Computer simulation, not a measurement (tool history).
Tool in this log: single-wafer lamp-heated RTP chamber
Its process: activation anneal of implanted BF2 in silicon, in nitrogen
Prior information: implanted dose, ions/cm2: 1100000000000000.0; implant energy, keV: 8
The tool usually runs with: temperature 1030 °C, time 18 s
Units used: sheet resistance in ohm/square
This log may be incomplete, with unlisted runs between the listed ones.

run,day,temperature,time,"read-back reference wafer on the same gauge, sheet resistance",sheet resistance
1,0,1030,18,166.98,163.44
# day 0.338: reflector plate cleaned
2,4.479,1030,18,167.2,170.07
3,6.108,1030,18,167.06,169.56
4,9.275,1030,18,167.14,167.79
# day 12.808: pyrometer window cleaned and pyrometer calibrated
5,12.829,1030,18,167.04,177.92
6,14.804,1011,18,167.01,203.73
7,17.304,1011,18,166.91,196.73
8,21.454,1011,18,166.89,192.91
9,23.65,1009,23,166.86,182.93
10,25.45,1009,23,166.99,181.41
11,27.388,1009,23,167.07,180.86
12,29.004,1030,18,166.97,164.85
13,31.167,1030,18,167.01,164.59
# day 38.742: reflector plate cleaned
14,38.812,1030,18,166.93,170.99
15,41.333,1030,18,167.01,170.95
# day 42.608: pyrometer window cleaned and pyrometer calibrated
16,44.112,1030,18,166.88,176.93
17,47.038,1030,18,167.08,174.71
18,49.621,1030,13,166.99,184.01
19,52.612,1030,18,166.95,170.58
20,57.075,1002,18,167.13,209.96
21,60.521,1047,11,167.17,162.69
22,64.154,1056,24,167.01,134.64
23,67,1039,8,167.02,182.32
# day 68.175: gauge calibrated
24,69.9,1056,13,167.07,150.9
# day 71.679: pyrometer window cleaned and pyrometer calibrated
25,73.588,1019,25,167.14,169.91
26,75.4,1045,25,167.03,147.24
# day 78.6: reflector plate cleaned
27,78.808,1016,24,166.86,179.15
28,82.992,1030,18,167.07,172.77
29,86.654,1047,29,166.97,143.26
30,90.917,1030,12,167.1,180.6
31,94.092,1004,27,167.06,182.12
32,98.292,1052,18,166.95,145.64
# day 99.438: pyrometer window cleaned and pyrometer calibrated
33,101.608,1021,15,166.83,189.92

The tool's hidden state at each run:
gauge reads high (%): 0 on each run
H1: true wafer temperature minus pyrometer reading, K
H2: wafer temperature error from the tarnished reflector plate, K
run,H1,H2
1,7.44,8.36
2,8.12,1.26
3,8.3,1.59
4,8.56,2.24
5,0.434,2.98
6,2.19,3.38
7,3.91,3.9
8,5.89,4.75
9,6.61,5.2
10,7.09,5.57
11,7.5,5.97
12,7.78,6.31
13,8.09,6.75
14,8.73,0.282
15,8.84,0.801
16,1.52,1.37
17,3.6,1.98
18,4.95,2.51
19,6.09,3.12
20,7.21,4.04
21,7.76,4.75
22,8.16,5.5
23,8.37,6.09
24,8.52,6.68
25,1.73,7.44
26,3.04,7.81
27,4.88,0.879
28,6.36,1.74
29,7.19,2.49
30,7.81,3.37
31,8.11,4.03
32,8.37,4.89
33,2.03,5.57
